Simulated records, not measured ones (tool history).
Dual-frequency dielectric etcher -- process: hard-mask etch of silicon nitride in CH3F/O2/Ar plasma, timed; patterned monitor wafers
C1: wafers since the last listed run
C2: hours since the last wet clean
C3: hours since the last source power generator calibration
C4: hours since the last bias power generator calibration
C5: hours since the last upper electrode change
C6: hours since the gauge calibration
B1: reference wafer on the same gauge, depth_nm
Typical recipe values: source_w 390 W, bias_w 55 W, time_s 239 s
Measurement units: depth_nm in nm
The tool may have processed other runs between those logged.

Run 1, day 0: usual settings but source_w 320 W; C1 0; C2 199.7; C3 2879.7; C4 3056.1; C5 4369.6; C6 604.7; B1 186. Result: depth_nm 139.3 nm.
Run 2, day 1.088: usual settings; C1 104; C2 225.8; C3 2905.8; C4 3082.2; C5 4395.7; C6 630.8; B1 186. Result: depth_nm 153.7 nm.
Run 3, day 2.258: usual settings; C1 113; C2 253.9; C3 2933.9; C4 3110.3; C5 4423.8; C6 658.9; B1 185.9. Result: depth_nm 153.6 nm.
Run 4, day 2.838: usual settings; C1 55; C2 267.8; C3 2947.8; C4 3124.2; C5 4437.7; C6 672.8; B1 185.8. Result: depth_nm 153.8 nm.
Run 5, day 4.262: usual settings; C1 137; C2 302; C3 2982; C4 3158.4; C5 4471.9; C6 707; B1 185.9. Result: depth_nm 154.1 nm.
Run 6, day 5.888: usual settings; C1 156; C2 341; C3 3021; C4 3197.4; C5 4510.9; C6 746; B1 186. Result: depth_nm 153.9 nm.
Run 7, day 7.071: usual settings; C1 114; C2 369.4; C3 3049.4; C4 3225.8; C5 4539.3; C6 774.4; B1 186. Result: depth_nm 153.8 nm.
Run 8, day 8.2: usual settings; C1 109; C2 396.5; C3 3076.5; C4 3252.9; C5 4566.4; C6 801.5; B1 186. Result: depth_nm 154.1 nm.
Run 9, day 9.212: usual settings but source_w 320 W, bias_w 44 W; C1 97; C2 420.8; C3 3100.8; C4 3277.2; C5 4590.7; C6 825.8; B1 186. Result: depth_nm 128 nm.
At day 9.612: source power generator calibrated.
Run 10, day 11.796: usual settings but source_w 320 W, bias_w 44 W; C1 233; C2 482.8; C3 52.4; C4 3339.2; C5 4652.7; C6 887.8; B1 186. Result: depth_nm 127.6 nm.
Run 11, day 12.858: usual settings but bias_w 48 W, time_s 264.5 s; C1 102; C2 508.3; C3 77.9; C4 3364.7; C5 4678.2; C6 913.3; B1 185.9. Result: depth_nm 161.4 nm.
Run 12, day 14.004: usual settings; C1 110; C2 535.8; C3 105.4; C4 3392.2; C5 4705.7; C6 940.8; B1 185.8. Result: depth_nm 152.2 nm.
At day 15.154: wet clean of the chamber.
Run 13, day 15.183: usual settings; C1 17; C2 0.7; C3 133.7; C4 3420.5; C5 4734; C6 969.1; B1 185.9. Result: depth_nm 154.8 nm.
At day 15.35: gauge calibrated.
Run 14, day 16.371: usual settings but bias_w 47 W; C1 114; C2 29.2; C3 162.2; C4 3449; C5 4762.5; C6 24.5; B1 186.2. Result: depth_nm 147.1 nm.
Run 15, day 17.421: usual settings but source_w 360 W, bias_w 46 W, time_s 197 s; C1 101; C2 54.4; C3 187.4; C4 3474.2; C5 4787.7; C6 49.7; B1 185.9. Result: depth_nm 116.1 nm.
Run 16, day 18.229: usual settings but source_w 360 W, bias_w 68 W, time_s 183 s; C1 78; C2 73.8; C3 206.8; C4 3493.6; C5 4807.1; C6 69.1; B1 186. Result: depth_nm 123.5 nm.
Run 17, day 21.121: usual settings but source_w 300 W, bias_w 44 W, time_s 177.5 s; C1 279; C2 143.2; C3 276.2; C4 3563; C5 4876.5; C6 138.5; B1 185.9. Result: depth_nm 92.5 nm.
At day 21.708: bias power generator calibrated.
At day 22.446: upper electrode replaced.
Run 18, day 22.467: usual settings but source_w 350 W, bias_w 63 W, time_s 257.5 s; C1 42; C2 175.5; C3 308.5; C4 18.2; C5 0.5; C6 170.8; B1 186. Result: depth_nm 164.5 nm.
Run 19, day 22.854: usual settings; C1 37; C2 184.8; C3 317.8; C4 27.5; C5 9.8; C6 180.1; B1 186. Result: depth_nm 154.5 nm.
Run 20, day 24.679: usual settings but source_w 450 W; C1 176; C2 228.6; C3 361.6; C4 71.3; C5 53.6; C6 223.9; B1 186. Result: depth_nm 166.1 nm.
Run 21, day 25.404: usual settings but source_w 460 W, bias_w 65 W, time_s 213 s; C1 69; C2 246; C3 379; C4 88.7; C5 71; C6 241.3; B1 186. Result: depth_nm 158.5 nm.
Run 22, day 26.358: usual settings but source_w 330 W, time_s 207 s; C1 92; C2 268.9; C3 401.9; C4 111.6; C5 93.9; C6 264.2; B1 186. Result: depth_nm 123 nm.
Run 23, day 27.817: usual settings but source_w 440 W, bias_w 48 W; C1 140; C2 303.9; C3 436.9; C4 146.6; C5 128.9; C6 299.2; B1 185.9. Result: depth_nm 156.3 nm.
Run 24, day 29.071: usual settings but source_w 320 W; C1 121; C2 334; C3 467; C4 176.7; C5 159; C6 329.3; B1 185.9. Result: depth_nm 139 nm.
Run 25, day 29.95: usual settings; C1 84; C2 355.1; C3 488.1; C4 197.8; C5 180.1; C6 350.4; B1 186. Result: depth_nm 153.3 nm.
Run 26, day 31.371: usual settings but source_w 450 W, bias_w 49 W; C1 137; C2 389.2; C3 522.2; C4 231.9; C5 214.2; C6 384.5; B1 186. Result: depth_nm 158.2 nm.
Run 27, day 32.642: usual settings but bias_w 50 W; C1 122; C2 419.7; C3 552.7; C4 262.4; C5 244.7; C6 415; B1 186. Result: depth_nm 148 nm.
Run 28, day 33.783: usual settings but bias_w 65 W; C1 110; C2 447.1; C3 580.1; C4 289.8; C5 272.1; C6 442.4; B1 185.9. Result: depth_nm 162 nm.
Run 29, day 35: usual settings but source_w 440 W, bias_w 69 W, time_s 299 s; C1 117; C2 476.3; C3 609.3; C4 319; C5 301.3; C6 471.6; B1 186. Result: depth_nm 220.6 nm.

Below are 5 alternative next runs, each starting from the tool's condition after run 29. Predict each:
Run A, day 35.021: usual settings; C1 2; C2 476.8; C3 609.8; C4 319.5; C5 301.8; C6 472.1; B1 ?. Result: depth_nm ?.
Run B, day 35.021: usual settings but source_w 360 W; C1 2; C2 476.8; C3 609.8; C4 319.5; C5 301.8; C6 472.1; B1 ?. Result: depth_nm ?.
Run C, day 35.021: usual settings but source_w 470 W, bias_w 65 W, time_s 186.5 s; C1 2; C2 476.8; C3 609.8; C4 319.5; C5 301.8; C6 472.1; B1 ?. Result: depth_nm ?.
Run D, day 35.021: usual settings but source_w 290 W, time_s 267.5 s; C1 2; C2 476.8; C3 609.8; C4 319.5; C5 301.8; C6 472.1; B1 ?. Result: depth_nm ?.
Run E, day 35.021: usual settings but time_s 304 s; C1 2; C2 476.8; C3 609.8; C4 319.5; C5 301.8; C6 472.1; B1 ?. Result: depth_nm ?.

run   B1  depth_nm
  A  186     153.1
  B  186       147
  C  186     138.8
  D  186     146.5
  E  186     194.8
What these runs would have given with no unlogged condition in the tool:
run  depth_nm
  A     155.3
  B     149.1
  C     140.8
  D     148.6
  E     197.6
